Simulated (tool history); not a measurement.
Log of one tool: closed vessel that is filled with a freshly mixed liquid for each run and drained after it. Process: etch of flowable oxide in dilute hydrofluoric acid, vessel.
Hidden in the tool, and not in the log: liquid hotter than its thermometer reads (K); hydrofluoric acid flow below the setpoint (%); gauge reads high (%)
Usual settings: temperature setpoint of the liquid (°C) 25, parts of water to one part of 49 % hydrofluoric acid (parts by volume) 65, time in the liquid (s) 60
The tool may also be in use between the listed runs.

| run | hour | temperature setpoint of the liquid (°C) | parts of water to one part of 49 % hydrofluoric acid (parts by volume) | time in the liquid (s) | wafers since the last listed run | hours since the thermometer was replaced | hours since the hydrofluoric acid flow meter was replaced | hours since the gauge calibration | read-back film thickness of the flowable oxide reference wafer, read on the same gauge (nm) | thickness taken off the flowable oxide on a monitor wafer (Å) |
|---|---|---|---|---|---|---|---|---|---|---|
| 1 | 0 | 25 | 65 | 60 | 0 | 2424.1 | 1728.7 | 38.3 | 140 | 331.2 |
| 2 | 7.9 | 25 | 65 | 60 | 844 | 2432 | 1736.6 | 46.2 | 139.99 | 329 |
| 3 | 16 | 25 | 65 | 60 | 865 | 2440.1 | 1744.7 | 54.3 | 139.97 | 332.2 |
| 4 | 26.3 | 25 | 65 | 40 | 1100 | 2450.4 | 1755 | 64.6 | 139.99 | 221.4 |
| 5 | 37.8 | 25 | 55 | 60 | 1228 | 2461.9 | 1766.5 | 76.1 | 140.03 | 395.9 |
| 6 | 51.8 | 25 | 55 | 60 | 1495 | 2475.9 | 1780.5 | 90.1 | 140 | 397.3 |
| 7 | 69.3 | 25 | 55 | 60 | 1869 | 2493.4 | 1798 | 107.6 | 140.03 | 396 |
| 8 | 80.9 | 25 | 85 | 60 | 1239 | 2505 | 1809.6 | 119.2 | 139.96 | 244.1 |
| 9 | 89.8 | 25 | 85 | 60 | 950 | 2513.9 | 1818.5 | 128.1 | 139.97 | 244.5 |
| 10 | 106.3 | 25 | 85 | 60 | 1762 | 2530.4 | 1835 | 144.6 | 140 | 243.6 |
| 11 | 120.1 | 23 | 65 | 60 | 1474 | 2544.2 | 1848.8 | 158.4 | 139.99 | 302.9 |
| 12 | 135.8 | 25 | 65 | 60 | 1677 | 2559.9 | 1864.5 | 174.1 | 140.01 | 329.8 |
| 13 | 148.5 | 23 | 65 | 90 | 1356 | 2572.6 | 1877.2 | 186.8 | 140.01 | 454.6 |
|  | 163.4 | hydrofluoric acid flow meter replaced |
| 14 | 164.1 | 28 | 75 | 45 | 1559 | 2588.2 | 0.7 | 202.4 | 140.02 | 261 |
|  | 167.4 | thermometer replaced |
|  | 172.1 | gauge calibrated |
| 15 | 178.4 | 25 | 40 | 60 | 1420 | 11 | 15 | 6.3 | 139.97 | 608.1 |

Run 16 comes next. What will it give?
| 16 | 193.9 | 20.5 | 85 | 45 | 1656 | 26.5 | 30.5 | 21.8 | ? | ? |

Run 16 gave read-back film thickness of the flowable oxide reference wafer, read on the same gauge (nm) 139.99, thickness taken off the flowable oxide on a monitor wafer (Å) 168.1.
Without the tool's hidden state the same run would have given thickness taken off the flowable oxide on a monitor wafer (Å) 171.8.
